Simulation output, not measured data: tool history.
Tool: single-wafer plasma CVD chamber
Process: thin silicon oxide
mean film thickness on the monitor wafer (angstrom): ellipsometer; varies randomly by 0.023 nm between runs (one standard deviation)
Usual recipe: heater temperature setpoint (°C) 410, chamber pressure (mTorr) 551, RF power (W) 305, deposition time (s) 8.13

run	day	heater temperature setpoint (°C)	chamber pressure (mTorr)	RF power (W)	deposition time (s)	read-back reference wafer on the same gauge, thickness_nm	mean film thickness on the monitor wafer (angstrom)
1	0	410	491	345	8.13	9.922	93.2
2	2.404	410	491	345	8.13	9.921	92.83
3	4.096	410	491	345	8.13	9.913	92.46
# day 7.429: capacitance manometer re-zeroed and calibrated
4	9.712	410	551	255	8.13	9.92	83.12
5	12.262	410	551	305	8.13	9.918	95.83
6	14.725	420	551	245	6.84	9.921	66.56
# day 15.754: gauge calibrated
7	17.221	410	551	305	9.16	9.918	107.66
8	18.662	401	551	305	8.13	9.922	95.93
9	20.421	410	611	305	8.79	9.922	112.48
10	22.104	410	551	305	8.87	9.916	104.71
11	24.117	410	551	305	8.13	9.917	95.7
12	25.242	410	489	325	8.13	9.92	91.13
13	27.171	410	620	305	8.13	9.924	104.31
14	29.288	410	551	305	8.13	9.92	95.5
15	32.096	410	551	305	8.13	9.923	95.52
16	34.275	425	551	305	6.73	9.916	78.34

Expected results for the next run?
17	36.638	410	551	305	8.13	?	?

read-back reference wafer on the same gauge, thickness_nm: 9.923
mean film thickness on the monitor wafer (angstrom): 95.1
Were there no unlogged condition in the tool, this run, its random variation unchanged, would have produced mean film thickness on the monitor wafer (angstrom) 96.01.

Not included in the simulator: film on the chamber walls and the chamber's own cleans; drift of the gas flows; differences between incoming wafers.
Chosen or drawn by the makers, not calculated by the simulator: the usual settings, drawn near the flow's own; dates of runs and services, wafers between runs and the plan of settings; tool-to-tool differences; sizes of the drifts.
